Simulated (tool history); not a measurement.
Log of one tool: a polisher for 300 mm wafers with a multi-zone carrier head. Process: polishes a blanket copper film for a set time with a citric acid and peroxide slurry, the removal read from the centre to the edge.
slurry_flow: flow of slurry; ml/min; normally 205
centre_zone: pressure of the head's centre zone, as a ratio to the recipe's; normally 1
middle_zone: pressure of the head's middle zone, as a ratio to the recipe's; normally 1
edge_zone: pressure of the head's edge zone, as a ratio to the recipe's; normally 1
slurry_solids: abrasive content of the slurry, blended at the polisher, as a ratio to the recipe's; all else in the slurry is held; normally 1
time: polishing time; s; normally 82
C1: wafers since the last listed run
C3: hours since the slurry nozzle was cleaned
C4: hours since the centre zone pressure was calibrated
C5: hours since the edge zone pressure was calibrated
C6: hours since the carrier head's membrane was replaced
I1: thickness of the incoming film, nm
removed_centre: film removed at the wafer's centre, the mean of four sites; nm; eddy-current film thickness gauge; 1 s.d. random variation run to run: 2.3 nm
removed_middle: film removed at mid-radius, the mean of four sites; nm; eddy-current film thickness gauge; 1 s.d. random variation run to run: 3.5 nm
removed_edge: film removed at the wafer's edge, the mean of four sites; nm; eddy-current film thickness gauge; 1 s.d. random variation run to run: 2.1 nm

run 1 hour=0 | slurry_flow=205 centre_zone=1 middle_zone=1 edge_zone=1 slurry_solids=1 time=82 | C1=0 wafers_polished_on_this_pad=1372 C3=145.7 C4=1.4 C5=1462.8 C6=1680.8 | I1=1106.4 | removed_centre=295.9 removed_middle=303.6 removed_edge=300.8
run 2 hour=34.9 | slurry_flow=205 centre_zone=1 middle_zone=1 edge_zone=1 slurry_solids=1 time=82 | C1=286 wafers_polished_on_this_pad=1658 C3=180.6 C4=36.3 C5=1497.7 C6=1715.7 | I1=1105.6 | removed_centre=292.4 removed_middle=293.2 removed_edge=299.7
-- hour=55.1 edge zone pressure recalibrated
-- hour=119.4 carrier head's membrane replaced by a new one
-- hour=134.7 worn pad replaced by a new one
-- hour=136.5 slurry nozzle cleaned
run 3 hour=178.6 | slurry_flow=205 centre_zone=1 middle_zone=1 edge_zone=1 slurry_solids=1 time=82 | C1=1080 wafers_polished_on_this_pad=351 C3=42.1 C4=180 C5=123.5 C6=59.2 | I1=1124.1 | removed_centre=302.8 removed_middle=298.9 removed_edge=306.3
run 4 hour=230.2 | slurry_flow=205 centre_zone=1 middle_zone=1 edge_zone=1 slurry_solids=1 time=82 | C1=423 wafers_polished_on_this_pad=775 C3=93.7 C4=231.6 C5=175.1 C6=110.8 | I1=1140.4 | removed_centre=299.2 removed_middle=301.6 removed_edge=306.6
run 5 hour=256.5 | slurry_flow=170 centre_zone=1 middle_zone=1 edge_zone=1 slurry_solids=1 time=82 | C1=215 wafers_polished_on_this_pad=990 C3=120 C4=257.9 C5=201.4 C6=137.1 | I1=1140.5 | removed_centre=289.4 removed_middle=292.9 removed_edge=297.5
run 6 hour=326.4 | slurry_flow=205 centre_zone=1 middle_zone=1 edge_zone=1 slurry_solids=1 time=82 | C1=573 wafers_polished_on_this_pad=1564 C3=189.9 C4=327.8 C5=271.3 C6=207 | I1=1123.2 | removed_centre=293.6 removed_middle=297.1 removed_edge=300.2
run 7 hour=359.6 | slurry_flow=205 centre_zone=1 middle_zone=1 edge_zone=1 slurry_solids=1 time=82 | C1=272 wafers_polished_on_this_pad=1836 C3=223.1 C4=361 C5=304.5 C6=240.2 | I1=1139.7 | removed_centre=292.1 removed_middle=290.8 removed_edge=294.7
run 8 hour=396 | slurry_flow=205 centre_zone=1 middle_zone=1 edge_zone=1 slurry_solids=1 time=82 | C1=298 wafers_polished_on_this_pad=2135 C3=259.5 C4=397.4 C5=340.9 C6=276.6 | I1=1113.2 | removed_centre=289.8 removed_middle=291.7 removed_edge=297.1
-- hour=408.2 slurry nozzle cleaned
-- hour=433.4 worn pad replaced by a new one
run 9 hour=456.9 | slurry_flow=205 centre_zone=0.92 middle_zone=1 edge_zone=1 slurry_solids=1 time=82 | C1=458 wafers_polished_on_this_pad=192 C3=48.7 C4=458.3 C5=401.8 C6=337.5 | I1=1115.3 | removed_centre=274.7 removed_middle=303.9 removed_edge=302
run 10 hour=497.2 | slurry_flow=270 centre_zone=1 middle_zone=1 edge_zone=1 slurry_solids=1 time=82 | C1=330 wafers_polished_on_this_pad=523 C3=89 C4=498.6 C5=442.1 C6=377.8 | I1=1134 | removed_centre=309.6 removed_middle=309.3 removed_edge=309.1
run 11 hour=524.6 | slurry_flow=135 centre_zone=0.93 middle_zone=1 edge_zone=0.95 slurry_solids=1.25 time=82 | C1=224 wafers_polished_on_this_pad=748 C3=116.4 C4=526 C5=469.5 C6=405.2 | I1=1118.6 | removed_centre=276 removed_middle=305 removed_edge=301.5
run 12 hour=600.5 | slurry_flow=250 centre_zone=1 middle_zone=1.11 edge_zone=0.96 slurry_solids=1 time=72 | C1=622 wafers_polished_on_this_pad=1370 C3=192.3 C4=601.9 C5=545.4 C6=481.1 | I1=1131.4 | removed_centre=265 removed_middle=294.9 removed_edge=260.7
run 13 hour=637.8 | slurry_flow=175 centre_zone=0.91 middle_zone=1 edge_zone=1 slurry_solids=1 time=82 | C1=305 wafers_polished_on_this_pad=1676 C3=229.6 C4=639.2 C5=582.7 C6=518.4 | I1=1109.9 | removed_centre=254.8 removed_middle=287.6 removed_edge=289.2
-- hour=665.9 centre zone pressure recalibrated
run 14 hour=680.6 | slurry_flow=140 centre_zone=1 middle_zone=1.08 edge_zone=1 slurry_solids=1 time=82 | C1=334 wafers_polished_on_this_pad=2011 C3=272.4 C4=14.7 C5=625.5 C6=561.2 | I1=1117.4 | removed_centre=266.7 removed_middle=292.1 removed_edge=280.8
run 15 hour=735.6 | slurry_flow=205 centre_zone=1.1 middle_zone=1 edge_zone=1 slurry_solids=0.8 time=82 | C1=451 wafers_polished_on_this_pad=2462 C3=327.4 C4=69.7 C5=680.5 C6=616.2 | I1=1135.1 | removed_centre=282.7 removed_middle=260.9 removed_edge=271.7
-- hour=737.3 slurry nozzle cleaned
-- hour=746.9 worn pad replaced by a new one
run 16 hour=771.2 | slurry_flow=205 centre_zone=0.96 middle_zone=1 edge_zone=1 slurry_solids=1.25 time=82 | C1=251 wafers_polished_on_this_pad=199 C3=33.9 C4=105.3 C5=716.1 C6=651.8 | I1=1131.2 | removed_centre=298.1 removed_middle=323.1 removed_edge=320.1
run 17 hour=798.9 | slurry_flow=165 centre_zone=1 middle_zone=1 edge_zone=1 slurry_solids=1 time=82 | C1=227 wafers_polished_on_this_pad=426 C3=61.6 C4=133 C5=743.8 C6=679.5 | I1=1111.6 | removed_centre=289.3 removed_middle=296.9 removed_edge=297.6
run 18 hour=838.8 | slurry_flow=205 centre_zone=1 middle_zone=1 edge_zone=1.1 slurry_solids=1.2 time=82 | C1=327 wafers_polished_on_this_pad=753 C3=101.5 C4=172.9 C5=783.7 C6=719.4 | I1=1137.1 | removed_centre=313.6 removed_middle=307.2 removed_edge=331.8
run 19 hour=890.3 | slurry_flow=205 centre_zone=0.96 middle_zone=1 edge_zone=1 slurry_solids=1 time=61 | C1=422 wafers_polished_on_this_pad=1176 C3=153 C4=224.4 C5=835.2 C6=770.9 | I1=1144.1 | removed_centre=209 removed_middle=223 removed_edge=223.3
run 20 hour=936.3 | slurry_flow=205 centre_zone=0.96 middle_zone=1 edge_zone=1 slurry_solids=1 time=61 | C1=377 wafers_polished_on_this_pad=1553 C3=199 C4=270.4 C5=881.2 C6=816.9 | I1=1114.2 | removed_centre=209.9 removed_middle=221 removed_edge=221.5
run 21 hour=982.5 | slurry_flow=245 centre_zone=1.1 middle_zone=1.1 edge_zone=0.96 slurry_solids=1 time=82 | C1=378 wafers_polished_on_this_pad=1932 C3=245.2 C4=316.6 C5=927.4 C6=863.1 | I1=1133.6 | removed_centre=323.4 removed_middle=319.6 removed_edge=294.3

The logged runs with the hidden state left out (each run's random variation unchanged):
The tool's hidden condition here consists of: removal rate lost through wear of the pad, %; slurry flow missing at the pad, %; deviation of the centre zone's pressure from its setpoint, %; deviation of the edge zone's pressure from its setpoint, %.
run=1 removed_centre=300.8 removed_middle=308.2 removed_edge=304.1
run=2 removed_centre=299.5 removed_middle=299.6 removed_edge=304.5
run=3 removed_centre=303.4 removed_middle=299.5 removed_edge=306.7
run=4 removed_centre=300.9 removed_middle=303.2 removed_edge=307.7
run=5 removed_centre=292.4 removed_middle=295.6 removed_edge=299.5
run=6 removed_centre=300.2 removed_middle=303.1 removed_edge=304.7
run=7 removed_centre=301.5 removed_middle=299.2 removed_edge=300.9
run=8 removed_centre=303.4 removed_middle=303.9 removed_edge=306.2
run=9 removed_centre=275.5 removed_middle=304.7 removed_edge=302.6
run=10 removed_centre=311.1 removed_middle=310.7 removed_edge=310.1
run=11 removed_centre=279.5 removed_middle=308.4 removed_edge=303.9
run=12 removed_centre=270.4 removed_middle=300.3 removed_edge=264.3
run=13 removed_centre=265.1 removed_middle=297.9 removed_edge=296.7
run=14 removed_centre=286.1 removed_middle=310.7 removed_edge=293.3
run=15 removed_centre=308.6 removed_middle=282.1 removed_edge=287.5
run=16 removed_centre=300.7 removed_middle=325.6 removed_edge=322
run=17 removed_centre=292.8 removed_middle=300.1 removed_edge=300
run=18 removed_centre=318.1 removed_middle=311.1 removed_edge=334.9
run=19 removed_centre=213.7 removed_middle=227.5 removed_edge=226.6
run=20 removed_centre=217.2 removed_middle=227.8 removed_edge=226.5
run=21 removed_centre=337.9 removed_middle=332.5 removed_edge=303.1
